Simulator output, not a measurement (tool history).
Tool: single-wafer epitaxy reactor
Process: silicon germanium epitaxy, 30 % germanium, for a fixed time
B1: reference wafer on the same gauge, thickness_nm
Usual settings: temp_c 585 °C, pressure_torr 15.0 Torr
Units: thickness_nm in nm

Run 1, hour 0.0: usual settings; B1 48.574. Result: thickness_nm 43.568 nm.
Run 2, hour 53.8: usual settings; B1 48.603. Result: thickness_nm 43.184 nm.
Run 3, hour 108.2: usual settings; B1 48.478. Result: thickness_nm 43.231 nm.
Run 4, hour 147.2: usual settings but temp_c 579 °C; B1 48.565. Result: thickness_nm 39.275 nm.
Run 5, hour 210.2: usual settings but temp_c 579 °C; B1 48.443. Result: thickness_nm 39.589 nm.
Run 6, hour 351.0: usual settings; B1 48.494. Result: thickness_nm 43.728 nm.
Run 7, hour 379.6: usual settings; B1 48.502. Result: thickness_nm 44.107 nm.
Run 8, hour 411.8: usual settings; B1 48.494. Result: thickness_nm 43.948 nm.
Run 9, hour 469.5: usual settings; B1 48.531. Result: thickness_nm 44.049 nm.
Run 10, hour 538.3: usual settings but pressure_torr 12.7 Torr; B1 48.508. Result: thickness_nm 40.513 nm.
Run 11, hour 615.9: usual settings but pressure_torr 12.7 Torr; B1 48.554. Result: thickness_nm 40.225 nm.
Run 12, hour 776.9: usual settings; B1 48.456. Result: thickness_nm 43.910 nm.
At hour 819.3: capacitance manometer re-zeroed and calibrated.
Run 13, hour 819.8: usual settings; B1 48.472. Result: thickness_nm 42.629 nm.

Run 14 comes next. What will it give?
Run 14, hour 842.7: usual settings but temp_c 576 °C, pressure_torr 13.1 Torr; B1 ?. Result: thickness_nm ?.

{"run 14": {"B1": 48.567, "thickness_nm": 33.678}}
Without the tool's hidden state the same run would have given thickness_nm 33.547 nm.
